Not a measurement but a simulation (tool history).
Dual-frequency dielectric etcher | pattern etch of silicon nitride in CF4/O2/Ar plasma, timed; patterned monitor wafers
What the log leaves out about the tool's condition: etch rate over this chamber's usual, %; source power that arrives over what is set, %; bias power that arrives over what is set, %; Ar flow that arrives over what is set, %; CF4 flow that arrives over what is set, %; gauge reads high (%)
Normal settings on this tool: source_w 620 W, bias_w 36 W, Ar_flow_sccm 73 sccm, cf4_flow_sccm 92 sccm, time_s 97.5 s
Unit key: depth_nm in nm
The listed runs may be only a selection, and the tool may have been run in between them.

| run | hour | source_w | bias_w | Ar_flow_sccm | cf4_flow_sccm | time_s | wafers since the last listed run | hours since the last wet clean | hours since the last source power generator calibration | hours since the last bias power generator calibration | hours since the last Ar flow controller change | hours since the last CF4 flow controller change | hours since the last upper electrode change | hours since the gauge calibration | read-back reference wafer on the same gauge, depth_nm | depth_nm |
|---|---|---|---|---|---|---|---|---|---|---|---|---|---|---|---|---|
| 1 | 0.0 | 620 | 45 | 73 | 80 | 97.5 | 0 | 177.3 | 4629.4 | 2190.1 | 323.7 | 2119.2 | 45.0 | 316.3 | 192.0 | 209.0 |
| 2 | 13.5 | 540 | 36 | 73 | 72 | 80.5 | 88 | 190.8 | 4642.9 | 2203.6 | 337.2 | 2132.7 | 58.5 | 329.8 | 191.9 | 133.5 |
| 3 | 40.8 | 620 | 33 | 73 | 92 | 97.5 | 179 | 218.1 | 4670.2 | 2230.9 | 364.5 | 2160.0 | 85.8 | 357.1 | 191.9 | 188.3 |
|  | 53.7 | bias power generator calibrated |
| 4 | 58.5 | 620 | 36 | 78 | 92 | 97.5 | 89 | 235.8 | 4687.9 | 4.8 | 382.2 | 2177.7 | 103.5 | 374.8 | 192.1 | 197.2 |
| 5 | 80.3 | 720 | 36 | 61 | 92 | 97.5 | 143 | 257.6 | 4709.7 | 26.6 | 404.0 | 2199.5 | 125.3 | 396.6 | 192.0 | 234.9 |
|  | 97.1 | source power generator calibrated |
| 6 | 110.9 | 720 | 36 | 73 | 92 | 113.0 | 174 | 288.2 | 13.8 | 57.2 | 434.6 | 2230.1 | 155.9 | 427.2 | 192.0 | 255.3 |
| 7 | 130.3 | 620 | 36 | 73 | 92 | 97.5 | 127 | 307.6 | 33.2 | 76.6 | 454.0 | 2249.5 | 175.3 | 446.6 | 192.0 | 188.1 |
|  | 152.4 | CF4 flow controller replaced |
| 8 | 152.9 | 530 | 36 | 87 | 76 | 97.5 | 108 | 330.2 | 55.8 | 99.2 | 476.6 | 0.5 | 197.9 | 469.2 | 192.0 | 151.2 |
| 9 | 182.4 | 620 | 36 | 73 | 92 | 97.5 | 193 | 359.7 | 85.3 | 128.7 | 506.1 | 30.0 | 227.4 | 498.7 | 191.8 | 188.5 |
| 10 | 210.3 | 620 | 36 | 73 | 92 | 97.5 | 183 | 387.6 | 113.2 | 156.6 | 534.0 | 57.9 | 255.3 | 526.6 | 192.0 | 187.8 |
| 11 | 233.2 | 620 | 36 | 73 | 92 | 97.5 | 150 | 410.5 | 136.1 | 179.5 | 556.9 | 80.8 | 278.2 | 549.5 | 191.9 | 188.1 |
| 12 | 252.0 | 740 | 27 | 64 | 70 | 97.5 | 123 | 429.3 | 154.9 | 198.3 | 575.7 | 99.6 | 297.0 | 568.3 | 192.0 | 195.0 |
| 13 | 273.4 | 680 | 36 | 73 | 92 | 97.5 | 140 | 450.7 | 176.3 | 219.7 | 597.1 | 121.0 | 318.4 | 589.7 | 191.9 | 207.9 |
| 14 | 290.5 | 620 | 36 | 73 | 92 | 97.5 | 112 | 467.8 | 193.4 | 236.8 | 614.2 | 138.1 | 335.5 | 606.8 | 191.8 | 187.9 |
|  | 324.4 | wet clean of the chamber |
| 15 | 324.9 | 620 | 32 | 56 | 92 | 97.5 | 68 | 0.5 | 227.8 | 271.2 | 648.6 | 172.5 | 369.9 | 641.2 | 192.0 | 184.4 |
| 16 | 353.5 | 620 | 36 | 73 | 92 | 97.5 | 187 | 29.1 | 256.4 | 299.8 | 677.2 | 201.1 | 398.5 | 669.8 | 192.2 | 188.0 |
| 17 | 383.4 | 620 | 36 | 73 | 92 | 97.5 | 196 | 59.0 | 286.3 | 329.7 | 707.1 | 231.0 | 428.4 | 699.7 | 192.2 | 188.2 |
| 18 | 418.8 | 520 | 36 | 73 | 92 | 97.5 | 232 | 94.4 | 321.7 | 365.1 | 742.5 | 266.4 | 463.8 | 735.1 | 192.0 | 156.3 |
| 19 | 433.9 | 620 | 36 | 78 | 92 | 97.5 | 99 | 109.5 | 336.8 | 380.2 | 757.6 | 281.5 | 478.9 | 750.2 | 192.2 | 188.0 |
| 20 | 451.0 | 620 | 30 | 73 | 92 | 97.5 | 112 | 126.6 | 353.9 | 397.3 | 774.7 | 298.6 | 496.0 | 767.3 | 192.0 | 175.9 |
| 21 | 470.3 | 620 | 36 | 73 | 103 | 97.5 | 126 | 145.9 | 373.2 | 416.6 | 794.0 | 317.9 | 515.3 | 786.6 | 192.0 | 191.6 |
| 22 | 491.2 | 620 | 36 | 56 | 92 | 97.5 | 137 | 166.8 | 394.1 | 437.5 | 814.9 | 338.8 | 536.2 | 807.5 | 192.0 | 193.8 |

Branching from run 22: 3 alternative next runs. What would each branch give?
| A | 491.6 | 620 | 36 | 73 | 92 | 97.5 | 2 | 167.2 | 394.5 | 437.9 | 815.3 | 339.2 | 536.6 | 807.9 | ? | ? |
| B | 491.6 | 620 | 28 | 65 | 70 | 112.5 | 2 | 167.2 | 394.5 | 437.9 | 815.3 | 339.2 | 536.6 | 807.9 | ? | ? |
| C | 491.6 | 700 | 36 | 56 | 92 | 97.5 | 2 | 167.2 | 394.5 | 437.9 | 815.3 | 339.2 | 536.6 | 807.9 | ? | ? |

| run | read-back reference wafer on the same gauge, depth_nm | depth_nm |
|---|---|---|
| A | 192.1 | 189.0 |
| B | 192.1 | 190.7 |
| C | 192.1 | 220.0 |
The same runs, with their run-to-run variation unchanged, on a tool lacking any hidden condition would have given:
| run | depth_nm |
|---|---|
| A | 188.3 |
| B | 189.9 |
| C | 219.1 |

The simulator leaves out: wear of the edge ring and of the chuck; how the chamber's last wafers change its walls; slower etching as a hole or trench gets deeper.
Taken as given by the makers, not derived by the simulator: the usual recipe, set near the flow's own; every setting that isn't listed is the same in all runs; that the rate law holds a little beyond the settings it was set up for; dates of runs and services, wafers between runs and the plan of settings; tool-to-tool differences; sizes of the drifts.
